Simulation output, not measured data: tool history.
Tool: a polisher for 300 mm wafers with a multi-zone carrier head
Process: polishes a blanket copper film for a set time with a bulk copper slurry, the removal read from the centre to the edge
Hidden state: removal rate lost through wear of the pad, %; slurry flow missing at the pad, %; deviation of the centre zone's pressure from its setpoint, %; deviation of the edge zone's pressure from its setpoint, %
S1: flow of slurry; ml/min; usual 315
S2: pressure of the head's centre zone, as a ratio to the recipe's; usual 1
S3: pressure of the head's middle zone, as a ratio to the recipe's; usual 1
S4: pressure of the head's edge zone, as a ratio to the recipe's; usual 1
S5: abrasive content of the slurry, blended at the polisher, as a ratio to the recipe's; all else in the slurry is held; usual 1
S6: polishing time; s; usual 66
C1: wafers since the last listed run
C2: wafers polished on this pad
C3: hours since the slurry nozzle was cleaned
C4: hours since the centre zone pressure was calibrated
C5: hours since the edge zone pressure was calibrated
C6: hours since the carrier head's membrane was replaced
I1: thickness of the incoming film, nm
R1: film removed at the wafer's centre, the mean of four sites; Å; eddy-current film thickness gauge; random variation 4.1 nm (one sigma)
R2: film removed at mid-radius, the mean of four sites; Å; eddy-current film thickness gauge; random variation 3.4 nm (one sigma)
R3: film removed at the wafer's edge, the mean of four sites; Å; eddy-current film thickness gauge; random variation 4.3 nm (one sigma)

run	hour	S1	S2	S3	S4	S5	S6	C1	C2	C3	C4	C5	C6	I1	R1	R2	R3
1	0	390	1	1	1	1	84	0	727	30.9	1500.7	425.8	13.9	2041.2	3931	4013	3906
2	6.2	315	1	1.08	1	1	66	60	787	37.1	1506.9	432	20.1	2080.3	3028	3307	3051
3	23.3	315	0.96	1	1	1.3	66	166	954	54.2	1524	449.1	37.2	2049.8	3149	3295	3212
4	31.5	395	0.91	1	0.91	1	73	79	1034	62.4	1532.2	457.3	45.4	2073	3062	3412	3167
# hour 49.4: worn pad replaced by a new one
5	49.9	315	1.06	1.09	1	1	78	140	5	80.8	1550.6	475.7	63.8	2041.4	4130	4188	3858
# hour 81.7: centre zone pressure recalibrated
6	97.9	315	1	1	1	1	66	448	453	128.8	16.2	523.7	111.8	2066.5	3059	3145	3068
7	113	255	0.94	1	0.96	1	66	147	600	143.9	31.3	538.8	126.9	2065.3	2825	3097	2934
8	121.5	315	1.07	1.03	1	1	66	82	683	152.4	39.8	547.3	135.4	2023.1	3223	3185	3004
9	138.1	355	1	1	1	0.7	66	161	845	169	56.4	563.9	152	2053.9	2784	2830	2758
10	146.9	315	1	1	1	1	74	85	931	177.8	65.2	572.7	160.8	2082.5	3364	3499	3328
# hour 152.8: edge zone pressure recalibrated
11	155.8	315	1	1	1	1	66	67	998	186.7	74.1	3	169.7	2072.8	2987	3048	3058
# hour 172.7: worn pad replaced by a new one
12	173.2	315	1	1	1	1	66	130	4	204.1	91.5	20.4	187.1	2054.5	3186	3280	3142
13	182	315	1	1	1	1	66	85	90	212.9	100.3	29.2	195.9	2047.1	3083	3269	3043
# hour 225.1: slurry nozzle cleaned
14	230.1	315	1.05	1.08	1	1.25	59	459	549	5	148.4	77.3	244	2068.4	3038	3050	2863
15	279.2	315	1	1	1	1	66	478	1028	54.1	197.5	126.4	293.1	2090.4	3000	3055	2916
16	285.6	315	1	1	1	1	44	62	1090	60.5	203.9	132.8	299.5	2047.5	1963	2066	2004
17	294.9	315	1	1	1	1.1	66	90	1181	69.8	213.2	142.1	308.8	2047	3112	3113	3085
18	308.9	230	1.05	1	0.9	1	56	136	1317	83.8	227.2	156.1	322.8	2056.5	2601	2539	2437
# hour 315.2: worn pad replaced by a new one
19	324.9	315	1	1	1	1	46	116	94	99.8	243.2	172.1	338.8	2019.7	2183	2246	2235
20	337.6	380	1	1	1	1	66	123	218	112.5	255.9	184.8	351.5	2044.2	3131	3190	3159

Forecast each of these 5 alternatives for the next run:
A	338	315	1	1	1	1	73	3	222	112.9	256.3	185.2	351.9	2040.7	?	?	?
B	338	315	0.94	1	1	1	88	3	222	112.9	256.3	185.2	351.9	2040.7	?	?	?
C	338	315	1	1	0.89	0.8	66	3	222	112.9	256.3	185.2	351.9	2040.7	?	?	?
D	338	395	0.92	0.94	1	1	66	3	222	112.9	256.3	185.2	351.9	2040.7	?	?	?
E	338	280	0.92	1	1	1.2	82	3	222	112.9	256.3	185.2	351.9	2040.7	?	?	?

run	R1	R2	R3
A	3455	3527	3479
B	3914	4253	4194
C	2945	3006	2808
D	2910	3066	3178
E	3714	4128	4077
Without the tool's hidden state the same runs would have given:
run	R1	R2	R3
A	3579	3653	3603
B	4053	4404	4344
C	3050	3114	2908
D	3014	3175	3292
E	3847	4275	4222
